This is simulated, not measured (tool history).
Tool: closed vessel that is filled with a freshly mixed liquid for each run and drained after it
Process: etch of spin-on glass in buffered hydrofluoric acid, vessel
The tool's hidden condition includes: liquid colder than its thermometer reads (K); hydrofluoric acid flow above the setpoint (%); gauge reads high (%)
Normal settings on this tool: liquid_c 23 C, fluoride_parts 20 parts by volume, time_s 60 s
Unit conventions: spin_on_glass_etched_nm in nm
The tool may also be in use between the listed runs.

run   hour  liquid_c  fluoride_parts  time_s  wafers since the last listed run  hours since the thermometer was replaced  hours since the hydrofluoric acid flow meter was replaced  hours since the gauge calibration  read-back film thickness of the spin-on glass reference wafer, read on the same gauge (nm)  spin_on_glass_etched_nm
  1      0        23              20      60                                 0                                     800.3                                                     2097.6                               54.9                                                                                      109.95                    79.36
  2   20.7        23              20      60                              2831                                       821                                                     2118.3                               75.6                                                                                      109.99                    79.04
  3   44.3        23              20      60                              3228                                     844.6                                                     2141.9                               99.2                                                                                      109.97                    79.23
  4   75.7        23              20      60                              4295                                       876                                                     2173.3                              130.6                                                                                      110.01                    79.17
  5  100.2        23              20      60                              3351                                     900.5                                                     2197.8                              155.1                                                                                      109.99                    79.07
  6    131        23              20      80                              4213                                     931.3                                                     2228.6                              185.9                                                                                      110.03                   105.21
  7  161.5        23              20      80                              4172                                     961.8                                                     2259.1                              216.4                                                                                         110                   105.08
  8  191.6        23              20      80                              4117                                     991.9                                                     2289.2                              246.5                                                                                      110.01                   104.77
     213.7  -- thermometer replaced
  9    222        23              20      60                              4021                                       8.3                                                     2319.6                              276.9                                                                                      109.96                    82.21
 10  256.3        23              20      60                              4692                                      42.6                                                     2353.9                              311.2                                                                                      109.99                    82.09
 11  275.5        20              20      60                              2626                                      61.8                                                     2373.1                              330.4                                                                                         110                    69.37
 12  292.4        20              20      60                              2311                                      78.7                                                       2390                              347.3                                                                                      110.03                    68.86
 13    306        20              20      60                              1860                                      92.3                                                     2403.6                              360.9                                                                                      109.98                    69.16
 14  323.1        23              20      60                              2339                                     109.4                                                     2420.7                                378                                                                                      110.03                    81.38
 15    338        23              20      60                              2038                                     124.3                                                     2435.6                              392.9                                                                                      109.99                    81.32
     353.1  -- hydrofluoric acid flow meter replaced
 16  373.4        26              16      60                              4705                                     159.7                                                       20.3                              428.3                                                                                         110                   119.53
 17  391.5        19              20      60                              2476                                     177.8                                                       38.4                              446.4                                                                                      110.03                    65.02
 18  455.7      25.5            13.5      45                              8782                                       242                                                      102.6                              510.6                                                                                      109.94                   102.73
 19  486.7        26              20      75                              4240                                       273                                                      133.6                              541.6                                                                                      109.99                   119.57
 20  517.6        21              20      60                              4227                                     303.9                                                      164.5                              572.5                                                                                      109.99                    72.52
 21  534.2        26              20      30                              2270                                     320.5                                                      181.1                              589.1                                                                                      110.02                    47.82
 22  627.6        23            24.5      30                             12777                                     413.9                                                      274.5                              682.5                                                                                      110.03                    35.05
     643.3  -- gauge calibrated
 23  650.6        26              20      60                              3146                                     436.9                                                      297.5                                7.3                                                                                         110                    94.58
 24  669.3        23              20      60                              2558                                     455.6                                                      316.2                                 26                                                                                      110.01                    80.33
 25  689.7      21.5              20      60                              2790                                       476                                                      336.6                               46.4                                                                                      109.96                    73.94
 26    718      20.5              20      60                              3871                                     504.3                                                      364.9                               74.7                                                                                      109.99                    69.76
 27  746.1      26.5              20      85                              3844                                     532.4                                                        393                              102.8                                                                                      110.02                    137.3
 28  834.4      26.5              20      70                             12079                                     620.7                                                      481.3                              191.1                                                                                      110.02                   112.96
 29  870.1      26.5              15      75                              4883                                     656.4                                                        517                              226.8                                                                                      110.01                   160.66
 30  882.3        23            12.5      60                              1668                                     668.6                                                      529.2                                239                                                                                      109.99                    126.1
 31  917.7        26              20      85                              4842                                       704                                                      564.6                              274.4                                                                                      109.98                    133.4
 32  933.8        23            24.5      30                              2202                                     720.1                                                      580.7                              290.5                                                                                      110.05                     34.7

Below are 5 alternative next runs, each starting from the tool's condition after run 32. Predict each:
  A  934.5        23              20      40                                95                                     720.8                                                      581.4                              291.2                                                                                           ?                        ?
  B  934.5        23              20      85                                95                                     720.8                                                      581.4                              291.2                                                                                           ?                        ?
  C  934.5      25.5            17.5      90                                95                                     720.8                                                      581.4                              291.2                                                                                           ?                        ?
  D  934.5        21              25      60                                95                                     720.8                                                      581.4                              291.2                                                                                           ?                        ?
  E  934.5      26.5            26.5      50                                95                                     720.8                                                      581.4                              291.2                                                                                           ?                        ?

run  read-back film thickness of the spin-on glass reference wafer, read on the same gauge (nm)  spin_on_glass_etched_nm
  A                                                                                      110.02                    52.95
  B                                                                                      110.02                   112.52
  C                                                                                      110.02                   155.88
  D                                                                                      110.02                    60.92
  E                                                                                      110.02                    66.07
Without the tool's unlogged condition, the same runs would have read:
run  spin_on_glass_etched_nm
  A                    54.67
  B                   116.18
  C                   160.86
  D                    62.93
  E                    68.18

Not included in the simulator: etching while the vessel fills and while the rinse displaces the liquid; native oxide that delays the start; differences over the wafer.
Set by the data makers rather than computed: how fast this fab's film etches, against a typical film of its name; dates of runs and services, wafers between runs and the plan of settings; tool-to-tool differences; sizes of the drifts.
